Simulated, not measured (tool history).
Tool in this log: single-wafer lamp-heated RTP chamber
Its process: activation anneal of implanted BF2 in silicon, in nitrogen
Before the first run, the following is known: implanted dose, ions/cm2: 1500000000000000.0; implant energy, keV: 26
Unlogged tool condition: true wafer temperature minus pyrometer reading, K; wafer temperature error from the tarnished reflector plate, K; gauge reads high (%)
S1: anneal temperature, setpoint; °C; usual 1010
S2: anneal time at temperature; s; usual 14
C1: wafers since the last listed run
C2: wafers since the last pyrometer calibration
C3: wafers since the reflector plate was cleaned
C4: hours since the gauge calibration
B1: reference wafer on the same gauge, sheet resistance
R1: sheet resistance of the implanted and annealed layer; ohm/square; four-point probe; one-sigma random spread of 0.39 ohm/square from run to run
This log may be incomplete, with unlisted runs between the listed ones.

Run 1, hour 0.0: usual settings; C1 0; C2 12272; C3 9; C4 1474.1; B1 172.03. Result: R1 162.52 ohm/square.
At hour 67.6: pyrometer window cleaned and pyrometer calibrated.
Run 2, hour 92.4: usual settings; C1 1708; C2 502; C3 1717; C4 1566.5; B1 172.04. Result: R1 162.19 ohm/square.
Run 3, hour 170.5: usual settings but S1 1026 °C, S2 12 s; C1 1580; C2 2082; C3 3298; C4 1644.6; B1 171.94. Result: R1 149.36 ohm/square.
Run 4, hour 254.2: usual settings; C1 1693; C2 3776; C3 4992; C4 1728.3; B1 171.95. Result: R1 161.87 ohm/square.
Run 5, hour 293.0: usual settings; C1 785; C2 4561; C3 5777; C4 1767.1; B1 171.99. Result: R1 161.94 ohm/square.
Run 6, hour 386.7: usual settings; C1 1896; C2 6458; C3 7673; C4 1860.8; B1 172.01. Result: R1 160.82 ohm/square.
At hour 400.8: gauge calibrated.
Run 7, hour 426.7: usual settings; C1 809; C2 7267; C3 8483; C4 25.9; B1 171.97. Result: R1 161.65 ohm/square.
Run 8, hour 533.2: usual settings; C1 2155; C2 9423; C3 10638; C4 132.4; B1 171.99. Result: R1 159.79 ohm/square.
Run 9, hour 571.5: usual settings; C1 775; C2 10198; C3 11414; C4 170.7; B1 171.98. Result: R1 159.97 ohm/square.
At hour 590.3: reflector plate cleaned.
Run 10, hour 616.1: usual settings; C1 740; C2 10939; C3 521; C4 215.3; B1 171.98. Result: R1 163.03 ohm/square.
Run 11, hour 681.1: usual settings; C1 1315; C2 12254; C3 1836; C4 280.3; B1 172.07. Result: R1 162.60 ohm/square.
Run 12, hour 748.5: usual settings; C1 1364; C2 13618; C3 3200; C4 347.7; B1 171.95. Result: R1 162.29 ohm/square.
At hour 794.7: pyrometer window cleaned and pyrometer calibrated.
Run 13, hour 836.5: usual settings; C1 1619; C2 846; C3 4819; C4 435.7; B1 171.97. Result: R1 162.22 ohm/square.
Run 14, hour 895.1: usual settings; C1 1185; C2 2032; C3 6005; C4 494.3; B1 171.99. Result: R1 161.58 ohm/square.
Run 15, hour 946.3: usual settings; C1 1036; C2 3069; C3 7042; C4 545.5; B1 172.11. Result: R1 161.62 ohm/square.
Run 16, hour 1008.6: usual settings but S1 996 °C, S2 18 s; C1 1260; C2 4329; C3 8302; C4 607.8; B1 171.98. Result: R1 173.03 ohm/square.
Run 17, hour 1101.1: usual settings but S1 1024 °C, S2 16 s; C1 1872; C2 6202; C3 10175; C4 700.3; B1 172.05. Result: R1 144.09 ohm/square.
Run 18, hour 1147.7: usual settings but S1 989 °C, S2 19 s; C1 943; C2 7145; C3 11118; C4 746.9; B1 171.98. Result: R1 179.20 ohm/square.
At hour 1200.5: reflector plate cleaned.
Run 19, hour 1207.0: usual settings but S1 1023 °C; C1 1038; C2 8183; C3 132; C4 806.2; B1 172.12. Result: R1 149.79 ohm/square.
Run 20, hour 1285.6: usual settings but S1 1002 °C, S2 6 s; C1 1590; C2 9774; C3 1723; C4 884.8; B1 172.05. Result: R1 187.29 ohm/square.
Run 21, hour 1353.1: usual settings; C1 1366; C2 11140; C3 3089; C4 952.3; B1 172.05. Result: R1 161.52 ohm/square.
Run 22, hour 1428.5: usual settings but S1 1024 °C, S2 6 s; C1 1525; C2 12666; C3 4615; C4 1027.7; B1 172.00. Result: R1 164.53 ohm/square.
Run 23, hour 1486.7: usual settings but S1 996 °C, S2 16 s; C1 1177; C2 13844; C3 5793; C4 1085.9; B1 171.99. Result: R1 174.97 ohm/square.
At hour 1518.7: pyrometer window cleaned and pyrometer calibrated.
Run 24, hour 1560.5: usual settings but S1 1002 °C, S2 8 s; C1 1331; C2 845; C3 7124; C4 1159.7; B1 172.03. Result: R1 181.04 ohm/square.
Run 25, hour 1621.7: usual settings but S2 17 s; C1 1238; C2 2084; C3 8363; C4 1220.9; B1 172.01. Result: R1 156.62 ohm/square.
Run 26, hour 1672.3: usual settings but S1 982 °C, S2 22 s; C1 1024; C2 3108; C3 9387; C4 1271.5; B1 172.04. Result: R1 186.48 ohm/square.
Run 27, hour 1715.3: usual settings but S1 1038 °C, S2 9 s; C1 870; C2 3978; C3 10257; C4 1314.5; B1 171.96. Result: R1 143.31 ohm/square.
Run 28, hour 1785.9: usual settings but S2 9 s; C1 1428; C2 5407; C3 11686; C4 1385.1; B1 172.05. Result: R1 168.37 ohm/square.
Run 29, hour 1872.8: usual settings; C1 1758; C2 7166; C3 13445; C4 1472.0; B1 172.05. Result: R1 158.84 ohm/square.
At hour 1901.8: reflector plate cleaned.
Run 30, hour 1967.1: usual settings but S1 1033 °C, S2 7 s; C1 1746; C2 8912; C3 1321; C4 1566.3; B1 171.88. Result: R1 153.35 ohm/square.
Run 31, hour 2030.7: usual settings but S1 998 °C, S2 21 s; C1 1287; C2 10200; C3 2608; C4 1629.9; B1 172.04. Result: R1 167.15 ohm/square.
At hour 2105.0: gauge calibrated.
At hour 2162.4: pyrometer window cleaned and pyrometer calibrated.
Run 32, hour 2211.0: usual settings but S1 994 °C; C1 3487; C2 984; C3 6095; C4 106.0; B1 171.91. Result: R1 180.65 ohm/square.
Run 33, hour 2274.7: usual settings but S1 1023 °C, S2 11 s; C1 1289; C2 2273; C3 7384; C4 169.7; B1 171.97. Result: R1 153.41 ohm/square.
Run 34, hour 2375.4: usual settings; C1 2038; C2 4311; C3 9423; C4 270.4; B1 171.97. Result: R1 160.83 ohm/square.
Run 35, hour 2425.3: usual settings but S1 1000 °C, S2 22 s; C1 1009; C2 5321; C3 10432; C4 320.3; B1 171.97. Result: R1 160.65 ohm/square.
At hour 2482.9: reflector plate cleaned.
Run 36, hour 2507.5: usual settings but S1 1036 °C, S2 17 s; C1 1501; C2 6823; C3 497; C4 402.5; B1 171.95. Result: R1 134.00 ohm/square.

Branching from run 36: 4 alternative next runs. What would each branch give?
Run A, hour 2507.9: usual settings; C1 8; C2 6831; C3 505; C4 402.9; B1 ?. Result: R1 ?.
Run B, hour 2507.9: usual settings but S1 1035 °C, S2 22 s; C1 8; C2 6831; C3 505; C4 402.9; B1 ?. Result: R1 ?.
Run C, hour 2507.9: usual settings but S1 1025 °C, S2 17 s; C1 8; C2 6831; C3 505; C4 402.9; B1 ?. Result: R1 ?.
Run D, hour 2507.9: usual settings but S1 1020 °C, S2 11 s; C1 8; C2 6831; C3 505; C4 402.9; B1 ?. Result: R1 ?.

run      B1      R1
  A  172.05  162.64
  B  172.05  129.98
  C  172.05  143.43
  D  172.05  157.23
What these runs would have given with no unlogged condition in the tool:
run      R1
  A  162.90
  B  130.16
  C  143.63
  D  157.46

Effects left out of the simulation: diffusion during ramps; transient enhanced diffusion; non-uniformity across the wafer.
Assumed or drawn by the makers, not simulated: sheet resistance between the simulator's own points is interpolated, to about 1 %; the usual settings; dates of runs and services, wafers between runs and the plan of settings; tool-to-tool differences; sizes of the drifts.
